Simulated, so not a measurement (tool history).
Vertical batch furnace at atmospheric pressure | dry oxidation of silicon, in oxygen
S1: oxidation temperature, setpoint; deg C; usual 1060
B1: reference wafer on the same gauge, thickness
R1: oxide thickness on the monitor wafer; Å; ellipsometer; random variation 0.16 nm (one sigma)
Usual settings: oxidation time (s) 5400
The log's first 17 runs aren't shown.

run 18 hour=315.8 | S1=1060 oxidation_time_(s)=5400 | B1=107.01 | R1=1101.6
run 19 hour=324.7 | S1=1074 oxidation_time_(s)=3690 | B1=107.02 | R1=962.9
-- hour=353.4 boat lift adjusted
run 20 hour=353.9 | S1=1039 oxidation_time_(s)=5400 | B1=106.93 | R1=957.2
run 21 hour=363.1 | S1=1051 oxidation_time_(s)=7440 | B1=107.01 | R1=1300.9
run 22 hour=380.5 | S1=1060 oxidation_time_(s)=7650 | B1=106.98 | R1=1415.8
run 23 hour=397.8 | S1=1060 oxidation_time_(s)=7650 | B1=107.02 | R1=1417.5
run 24 hour=417.6 | S1=1041 oxidation_time_(s)=8010 | B1=106.92 | R1=1261.6
run 25 hour=430.9 | S1=1060 oxidation_time_(s)=7650 | B1=107 | R1=1413.4
run 26 hour=443.1 | S1=1060 oxidation_time_(s)=2910 | B1=107.07 | R1=763.2
run 27 hour=456.6 | S1=1076 oxidation_time_(s)=5400 | B1=106.98 | R1=1278.2
-- hour=488.5 gauge calibrated
-- hour=490.4 thermocouples replaced and temperature profile calibrated
run 28 hour=490.9 | S1=1060 oxidation_time_(s)=5400 | B1=107.05 | R1=1093.4
run 29 hour=496.4 | S1=1060 oxidation_time_(s)=5400 | B1=107.01 | R1=1091.4
run 30 hour=543 | S1=1060 oxidation_time_(s)=2940 | B1=106.99 | R1=741.8
run 31 hour=554.3 | S1=1048 oxidation_time_(s)=3870 | B1=107.04 | R1=799.4
run 32 hour=562.5 | S1=1045 oxidation_time_(s)=3150 | B1=107.01 | R1=682.1
run 33 hour=581.4 | S1=1052 oxidation_time_(s)=3690 | B1=106.99 | R1=801
run 34 hour=593.9 | S1=1060 oxidation_time_(s)=3090 | B1=106.97 | R1=763.8
run 35 hour=646.9 | S1=1060 oxidation_time_(s)=5400 | B1=107.03 | R1=1094.9
run 36 hour=669.2 | S1=1037 oxidation_time_(s)=7800 | B1=106.96 | R1=1154.9
run 37 hour=680.4 | S1=1060 oxidation_time_(s)=5400 | B1=106.93 | R1=1094.9
run 38 hour=699.5 | S1=1051 oxidation_time_(s)=6150 | B1=106.99 | R1=1111

5 ways to go on from here, each from the tool as it stands after run 38. What would each give?
run A hour=705.1 | S1=1060 oxidation_time_(s)=7890 | B1=? | R1=?
run B hour=705.1 | S1=1038 oxidation_time_(s)=4260 | B1=? | R1=?
run C hour=705.1 | S1=1076 oxidation_time_(s)=3270 | B1=? | R1=?
run D hour=705.1 | S1=1053 oxidation_time_(s)=6630 | B1=? | R1=?
run E hour=705.1 | S1=1052 oxidation_time_(s)=4410 | B1=? | R1=?

run=A B1=107.02 R1=1399.2
run=B B1=107.02 R1=783.3
run=C B1=107.02 R1=900.6
run=D B1=107.02 R1=1184.6
run=E B1=107.02 R1=901.3
Without the tool's hidden state the same runs would have given:
run=A R1=1392.9
run=B R1=779.2
run=C R1=896.5
run=D R1=1178.9
run=E R1=896.9
